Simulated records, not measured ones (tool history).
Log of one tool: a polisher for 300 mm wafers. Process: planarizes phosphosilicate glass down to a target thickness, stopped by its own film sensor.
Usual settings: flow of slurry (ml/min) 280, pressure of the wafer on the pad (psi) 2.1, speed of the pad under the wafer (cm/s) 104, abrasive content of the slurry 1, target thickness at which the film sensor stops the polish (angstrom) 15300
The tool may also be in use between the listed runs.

run   hour  flow of slurry (ml/min)  pressure of the wafer on the pad (psi)  speed of the pad under the wafer (cm/s)  abrasive content of the slurry  target thickness at which the film sensor stops the polish (angstrom)  wafers since the last listed run  wafers polished on this pad  hours since the slurry nozzle was cleaned  hours since the head pressure was calibrated  hours since the slurry blender was calibrated  hours since the conditioning disc was replaced  incoming thickness of the incoming film, nm  time until the film sensor stopped the polish (s)
  1      0                      280                                     1.6                                      104                               1                                                                  16130                                 0                          899                                      350.5                                         514.5                                          238.7                                           305.7                                       2136.5                                              107.5
  2   12.5                      280                                     1.6                                      104                               1                                                                  16130                               111                         1010                                        363                                           527                                          251.2                                           318.2                                       2133.9                                                107
      19.2  -- worn pad replaced by a new one
  3   22.1                      280                                     1.6                                      104                               1                                                                  16130                                49                           26                                      372.6                                         536.6                                          260.8                                           327.8                                       2128.4                                              106.5
  4   29.6                      280                                     2.1                                       94                               1                                                                  15300                                66                           92                                      380.1                                         544.1                                          268.3                                           335.3                                       2137.8                                                114
  5   82.5                      280                                     2.1                                       94                               1                                                                  15300                               470                          563                                        433                                           597                                          321.2                                           388.2                                       2141.5                                              116.9
  6   97.3                      280                                     2.1                                      104                               1                                                                  14000                               131                          695                                      447.8                                         611.8                                            336                                             403                                       2127.8                                              128.8
  7  104.9                      280                                     2.1                                      104                               1                                                                  14000                                67                          762                                      455.4                                         619.4                                          343.6                                           410.6                                       2101.6                                              123.7
     145.4  -- slurry blender recalibrated
  8  146.1                      280                                     2.1                                      104                               1                                                                  14000                               348                         1111                                      496.6                                         660.6                                            0.7                                           451.8                                       2163.3                                              133.1
     163.7  -- worn pad replaced by a new one
  9  164.2                      355                                     2.1                                      104                               1                                                                  13840                               125                            4                                      514.7                                         678.7                                           18.8                                           469.9                                       2133.7                                              127.7
     175.9  -- head pressure recalibrated
 10  176.5                      355                                     2.1                                      104                               1                                                                  13840                                91                           95                                        527                                           0.6                                           31.1                                           482.2                                         2125                                              128.7
     182.2  -- slurry nozzle cleaned
 11  192.8                      355                                     2.1                                      104                               1                                                                  13840                               136                          231                                       10.6                                          16.9                                           47.4                                           498.5                                       2129.1                                              126.6
 12  203.9                      280                                     2.1                                      104                               1                                                                  15300                                98                          330                                       21.7                                            28                                           58.5                                           509.6                                       2104.7                                              102.9
 13  216.4                      280                                     2.1                                      104                             0.8                                                                  13440                               111                          441                                       34.2                                          40.5                                             71                                           522.1                                       2117.6                                              141.2
 14  232.7                      240                                     2.1                                      104                               1                                                                  15300                               144                          586                                       50.5                                          56.8                                           87.3                                           538.4                                         2127                                              105.1
     247.9  -- conditioning disc replaced and pad reconditioned
 15  248.4                      280                                     2.1                                      104                               1                                                                  15300                               121                          708                                       66.2                                          72.5                                            103                                             0.5                                       2106.5                                              100.2
 16  264.5                      335                                     1.8                                      104                               1                                                                  15300                               143                          851                                       82.3                                          88.6                                          119.1                                            16.6                                         2103                                              104.1
 17  275.3                      280                                     2.1                                       86                             1.2                                                                  15300                                96                          947                                       93.1                                          99.4                                          129.9                                            27.4                                       2135.3                                              119.4
 18  283.3                      195                                     2.1                                      124                             1.2                                                                  15300                                71                         1018                                      101.1                                         107.4                                          137.9                                            35.4                                       2119.7                                               87.4
     290.2  -- worn pad replaced by a new one
 19  298.5                      190                                     2.5                                      104                               1                                                                  17390                                99                           73                                      116.3                                         122.6                                          153.1                                            50.6                                       2123.1                                               62.9
 20  306.7                      280                                     2.4                                      104                            1.15                                                                  15300                                72                          146                                      124.5                                         130.8                                          161.3                                            58.8                                       2127.9                                               92.7
 21    313                      280                                     1.6                                      104                            0.75                                                                  15300                                56                          202                                      130.8                                         137.1                                          167.6                                            65.1                                       2143.5                                              135.1
 22    324                      355                                     2.1                                      104                               1                                                                  13840                                97                          300                                      141.8                                         148.1                                          178.6                                            76.1                                       2141.8                                              133.2
 23  331.2                      280                                     2.1                                      104                               1                                                                  14000                                64                          364                                        149                                         155.3                                          185.8                                            83.3                                       2119.7                                              127.6

What the log doesn't show, run by run:
removal rate lost through wear of the pad, %: 0 in every run
slurry flow missing at the pad, %: 0 in every run
deviation of the head's pressure from its setpoint, %: 0 in every run
abrasive missing from the slurry, %: 0 in every run
time polished since the conditioner stopped cutting, s: 0 in every run
